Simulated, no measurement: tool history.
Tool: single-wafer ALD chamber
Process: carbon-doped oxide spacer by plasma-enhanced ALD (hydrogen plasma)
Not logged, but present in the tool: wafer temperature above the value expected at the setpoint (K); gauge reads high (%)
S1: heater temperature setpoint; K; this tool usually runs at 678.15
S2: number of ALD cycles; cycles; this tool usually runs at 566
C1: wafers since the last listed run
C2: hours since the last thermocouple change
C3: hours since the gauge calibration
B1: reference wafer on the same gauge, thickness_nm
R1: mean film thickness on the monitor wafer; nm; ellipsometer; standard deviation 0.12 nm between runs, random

{"run": 1, "hour": 0.0, "S1": 683.15, "S2": 566, "C1": 0, "C2": 138.7, "C3": 2229.3, "B1": 24.577, "R1": 27.06}
{"run": 2, "hour": 53.7, "S1": 683.15, "S2": 566, "C1": 32, "C2": 192.4, "C3": 2283, "B1": 24.634, "R1": 27.013}
{"run": 3, "hour": 123.3, "S1": 678.15, "S2": 566, "C1": 41, "C2": 262, "C3": 2352.6, "B1": 24.624, "R1": 27.47}
{"run": 4, "hour": 181.9, "S1": 678.15, "S2": 566, "C1": 34, "C2": 320.6, "C3": 2411.2, "B1": 24.58, "R1": 27.298}
{"run": 5, "hour": 288.0, "S1": 678.15, "S2": 566, "C1": 63, "C2": 426.7, "C3": 2517.3, "B1": 24.616, "R1": 27.515}
{"run": 6, "hour": 351.9, "S1": 678.15, "S2": 566, "C1": 38, "C2": 490.6, "C3": 2581.2, "B1": 24.631, "R1": 27.473}
{"run": 7, "hour": 392.4, "S1": 678.15, "S2": 566, "C1": 24, "C2": 531.1, "C3": 2621.7, "B1": 24.634, "R1": 27.653}
{"run": 8, "hour": 483.4, "S1": 678.15, "S2": 566, "C1": 54, "C2": 622.1, "C3": 2712.7, "B1": 24.611, "R1": 27.457}
{"run": 9, "hour": 548.4, "S1": 678.15, "S2": 566, "C1": 38, "C2": 687.1, "C3": 2777.7, "B1": 24.576, "R1": 27.527}
{"run": 10, "hour": 618.3, "S1": 678.15, "S2": 566, "C1": 41, "C2": 757, "C3": 2847.6, "B1": 24.599, "R1": 27.597}
{"run": 11, "hour": 858.2, "S1": 678.15, "S2": 566, "C1": 143, "C2": 996.9, "C3": 3087.5, "B1": 24.598, "R1": 27.556}
{"run": 12, "hour": 912.5, "S1": 670.15, "S2": 566, "C1": 32, "C2": 1051.2, "C3": 3141.8, "B1": 24.631, "R1": 28.206}
{"hour": 976.2, "done": "thermocouple changed; heater temperature recalibrated"}
{"run": 13, "hour": 1001.0, "S1": 670.15, "S2": 566, "C1": 48, "C2": 24.8, "C3": 3230.3, "B1": 24.538, "R1": 27.975}
{"run": 14, "hour": 1056.0, "S1": 678.15, "S2": 566, "C1": 32, "C2": 79.8, "C3": 3285.3, "B1": 24.57, "R1": 27.36}
{"run": 15, "hour": 1125.6, "S1": 678.15, "S2": 566, "C1": 41, "C2": 149.4, "C3": 3354.9, "B1": 24.612, "R1": 27.554}
{"run": 16, "hour": 1229.9, "S1": 678.15, "S2": 566, "C1": 62, "C2": 253.7, "C3": 3459.2, "B1": 24.634, "R1": 27.722}
{"run": 17, "hour": 1287.1, "S1": 678.15, "S2": 566, "C1": 34, "C2": 310.9, "C3": 3516.4, "B1": 24.595, "R1": 27.514}
{"run": 18, "hour": 1352.4, "S1": 678.15, "S2": 566, "C1": 38, "C2": 376.2, "C3": 3581.7, "B1": 24.613, "R1": 27.546}
{"run": 19, "hour": 1444.1, "S1": 678.15, "S2": 566, "C1": 54, "C2": 467.9, "C3": 3673.4, "B1": 24.672, "R1": 27.584}
{"hour": 1446.0, "done": "gauge calibrated"}
{"run": 20, "hour": 1550.2, "S1": 678.15, "S2": 566, "C1": 63, "C2": 574, "C3": 104.2, "B1": 24.644, "R1": 27.631}
{"run": 21, "hour": 1634.5, "S1": 682.15, "S2": 566, "C1": 50, "C2": 658.3, "C3": 188.5, "B1": 24.589, "R1": 27.193}
{"run": 22, "hour": 1734.9, "S1": 678.15, "S2": 566, "C1": 59, "C2": 758.7, "C3": 288.9, "B1": 24.634, "R1": 27.448}
{"run": 23, "hour": 1823.8, "S1": 692.15, "S2": 566, "C1": 53, "C2": 847.6, "C3": 377.8, "B1": 24.627, "R1": 26.186}
{"run": 24, "hour": 1925.0, "S1": 690.15, "S2": 492, "C1": 60, "C2": 948.8, "C3": 479, "B1": 24.642, "R1": 22.672}
{"run": 25, "hour": 1962.4, "S1": 663.15, "S2": 566, "C1": 22, "C2": 986.2, "C3": 516.4, "B1": 24.591, "R1": 27.902}
{"run": 26, "hour": 2024.2, "S1": 678.15, "S2": 566, "C1": 36, "C2": 1048, "C3": 578.2, "B1": 24.604, "R1": 27.611}
{"run": 27, "hour": 2080.7, "S1": 678.15, "S2": 566, "C1": 33, "C2": 1104.5, "C3": 634.7, "B1": 24.601, "R1": 27.625}
{"run": 28, "hour": 2157.6, "S1": 665.15, "S2": 658, "C1": 45, "C2": 1181.4, "C3": 711.6, "B1": 24.577, "R1": 32.386}
{"hour": 2240.4, "done": "thermocouple changed; heater temperature recalibrated"}
{"run": 29, "hour": 2246.3, "S1": 678.15, "S2": 566, "C1": 48, "C2": 5.9, "C3": 800.3, "B1": 24.611, "R1": 27.445}
{"run": 30, "hour": 2322.1, "S1": 691.15, "S2": 467, "C1": 45, "C2": 81.7, "C3": 876.1, "B1": 24.623, "R1": 21.708}
{"run": 31, "hour": 2420.4, "S1": 669.15, "S2": 643, "C1": 58, "C2": 180, "C3": 974.4, "B1": 24.643, "R1": 31.598}
{"run": 32, "hour": 2459.8, "S1": 678.15, "S2": 566, "C1": 23, "C2": 219.4, "C3": 1013.8, "B1": 24.614, "R1": 27.302}
{"run": 33, "hour": 2531.4, "S1": 678.15, "S2": 566, "C1": 42, "C2": 291, "C3": 1085.4, "B1": 24.584, "R1": 27.644}
{"run": 34, "hour": 2598.4, "S1": 678.15, "S2": 566, "C1": 39, "C2": 358, "C3": 1152.4, "B1": 24.576, "R1": 27.393}
{"run": 35, "hour": 2653.7, "S1": 672.15, "S2": 629, "C1": 32, "C2": 413.3, "C3": 1207.7, "B1": 24.612, "R1": 30.983}
{"run": 36, "hour": 2752.2, "S1": 665.15, "S2": 566, "C1": 58, "C2": 511.8, "C3": 1306.2, "B1": 24.672, "R1": 27.925}
{"run": 37, "hour": 2795.7, "S1": 678.15, "S2": 566, "C1": 25, "C2": 555.3, "C3": 1349.7, "B1": 24.608, "R1": 27.432}
{"run": 38, "hour": 2842.3, "S1": 664.15, "S2": 492, "C1": 27, "C2": 601.9, "C3": 1396.3, "B1": 24.58, "R1": 24.221}
{"run": 39, "hour": 2916.2, "S1": 684.15, "S2": 566, "C1": 44, "C2": 675.8, "C3": 1470.2, "B1": 24.528, "R1": 26.922}
{"run": 40, "hour": 2981.1, "S1": 673.15, "S2": 488, "C1": 38, "C2": 740.7, "C3": 1535.1, "B1": 24.528, "R1": 24.122}
{"run": 41, "hour": 3052.6, "S1": 693.15, "S2": 507, "C1": 42, "C2": 812.2, "C3": 1606.6, "B1": 24.626, "R1": 23.469}
{"run": 42, "hour": 3109.3, "S1": 678.15, "S2": 566, "C1": 33, "C2": 868.9, "C3": 1663.3, "B1": 24.581, "R1": 27.379}
{"run": 43, "hour": 3200.0, "S1": 682.15, "S2": 668, "C1": 54, "C2": 959.6, "C3": 1754, "B1": 24.605, "R1": 32.033}
{"hour": 3211.9, "done": "thermocouple changed; heater temperature recalibrated"}
{"run": 44, "hour": 3242.1, "S1": 678.15, "S2": 566, "C1": 20, "C2": 30.2, "C3": 1796.1, "B1": 24.615, "R1": 27.514}
{"run": 45, "hour": 3337.8, "S1": 668.15, "S2": 495, "C1": 57, "C2": 125.9, "C3": 1891.8, "B1": 24.596, "R1": 24.475}
{"run": 46, "hour": 3406.4, "S1": 678.15, "S2": 566, "C1": 40, "C2": 194.5, "C3": 1960.4, "B1": 24.573, "R1": 27.526}

Consider 4 possible next runs. They are alternatives, not a sequence: every one starts from the tool as it was left by run 46. What does each give?
{"run": "A", "hour": 3407.7, "S1": 678.15, "S2": 603, "C1": 0, "C2": 195.8, "C3": 1961.7, "B1": "?", "R1": "?"}
{"run": "B", "hour": 3407.7, "S1": 690.15, "S2": 660, "C1": 0, "C2": 195.8, "C3": 1961.7, "B1": "?", "R1": "?"}
{"run": "C", "hour": 3407.7, "S1": 670.15, "S2": 630, "C1": 0, "C2": 195.8, "C3": 1961.7, "B1": "?", "R1": "?"}
{"run": "D", "hour": 3407.7, "S1": 667.15, "S2": 671, "C1": 0, "C2": 195.8, "C3": 1961.7, "B1": "?", "R1": "?"}

run=A B1=24.554 R1=29.218
run=B B1=24.554 R1=30.647
run=C B1=24.554 R1=30.991
run=D B1=24.554 R1=33.008
Without the tool's unlogged condition, the same runs would have read:
run=A R1=29.218
run=B R1=30.647
run=C R1=30.991
run=D R1=33.008
